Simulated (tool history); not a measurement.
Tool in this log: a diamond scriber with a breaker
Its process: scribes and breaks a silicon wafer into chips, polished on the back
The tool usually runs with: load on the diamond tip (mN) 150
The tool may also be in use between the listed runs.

| run | hour | load on the diamond tip (mN) | incoming depth of the damage left on the back of the incoming wafer, um | depth of the median crack under the scribed line (nm) | chips rejected at inspection after the break (%) |
|---|---|---|---|---|---|
| 1 | 0.0 | 182 | 0.02 | 13900 | 1.55 |
| 2 | 26.5 | 131 | 0.05 | 11530 | 3.01 |
| 3 | 42.3 | 131 | 0.03 | 11500 | 3.06 |
| 4 | 69.6 | 150 | 0.02 | 12320 | 2.16 |
| 5 | 95.0 | 150 | 0.01 | 12200 | 2.12 |
| 6 | 112.0 | 150 | 0.02 | 12210 | 2.06 |
| 7 | 124.6 | 150 | 0.03 | 12320 | 2.14 |
| 8 | 145.6 | 150 | 0.04 | 12050 | 2.04 |
| 9 | 172.5 | 150 | 0.03 | 12190 | 2.30 |
| 10 | 205.6 | 150 | 0.04 | 12060 | 2.24 |
| 11 | 240.1 | 128 | 0.02 | 11180 | 3.86 |
|  | 269.4 | load on the tip recalibrated |
| 12 | 272.3 | 167 | 0.05 | 13790 | 1.72 |
| 13 | 285.0 | 167 | 0.01 | 14060 | 1.77 |
| 14 | 319.5 | 167 | 0.04 | 13930 | 1.94 |
| 15 | 408.2 | 150 | 0.04 | 13080 | 1.54 |
| 16 | 433.9 | 150 | 0.02 | 13070 | 1.61 |
| 17 | 454.7 | 150 | 0.01 | 13120 | 1.68 |
|  | 460.1 | diamond tip replaced by a new one |
| 18 | 489.4 | 150 | 0.05 | 13160 | 1.56 |
| 19 | 502.8 | 150 | 0.02 | 12990 | 1.56 |
| 20 | 516.6 | 118 | 0.01 | 11530 | 2.95 |
| 21 | 537.6 | 131 | 0.05 | 12110 | 2.18 |
| 22 | 554.7 | 150 | 0.05 | 13060 | 1.67 |
| 23 | 572.9 | 150 | 0.02 | 13020 | 1.59 |
| 24 | 591.4 | 127 | 0.03 | 11920 | 2.39 |
| 25 | 619.3 | 150 | 0.01 | 13100 | 1.63 |
| 26 | 642.4 | 137 | 0.02 | 12210 | 1.96 |
| 27 | 662.3 | 150 | 0.05 | 12890 | 1.61 |
| 28 | 683.7 | 192 | 0.02 | 14540 | 2.50 |
| 29 | 696.4 | 162 | 0.03 | 13390 | 1.55 |
| 30 | 720.9 | 188 | 0.03 | 14550 | 2.20 |
| 31 | 733.0 | 134 | 0.03 | 12010 | 2.21 |
| 32 | 749.0 | 109 | 0.02 | 11080 | 4.39 |
| 33 | 775.8 | 166 | 0.04 | 13390 | 1.61 |
| 34 | 803.2 | 132 | 0.04 | 11930 | 2.31 |
| 35 | 830.9 | 189 | 0.02 | 14290 | 2.04 |
| 36 | 844.8 | 187 | 0.03 | 14150 | 1.93 |
| 37 | 889.0 | 133 | 0.04 | 11860 | 2.35 |
| 38 | 914.1 | 120 | 0.03 | 11350 | 3.49 |
| 39 | 937.4 | 125 | 0.04 | 11520 | 3.12 |
| 40 | 965.1 | 150 | 0.02 | 12690 | 1.82 |
| 41 | 1028.1 | 135 | 0.02 | 11910 | 2.48 |
| 42 | 1054.9 | 132 | 0.02 | 11730 | 2.75 |
|  | 1057.8 | diamond tip replaced by a new one |
| 43 | 1086.5 | 178 | 0.04 | 13690 | 1.62 |

Below are 3 alternative next runs, each starting from the tool's condition after run 43. Predict each:
| A | 1087.1 | 150 | 0.02 | ? | ? |
| B | 1087.1 | 173 | 0.02 | ? | ? |
| C | 1087.1 | 181 | 0.02 | ? | ? |

| run | depth of the median crack under the scribed line (nm) | chips rejected at inspection after the break (%) |
|---|---|---|
| A | 12360 | 1.82 |
| B | 13300 | 1.59 |
| C | 13620 | 1.70 |
Without the tool's unlogged condition, the same runs would have read:
| run | depth of the median crack under the scribed line (nm) | chips rejected at inspection after the break (%) |
|---|---|---|
| A | 13070 | 1.57 |
| B | 14070 | 2.00 |
| C | 14410 | 2.33 |
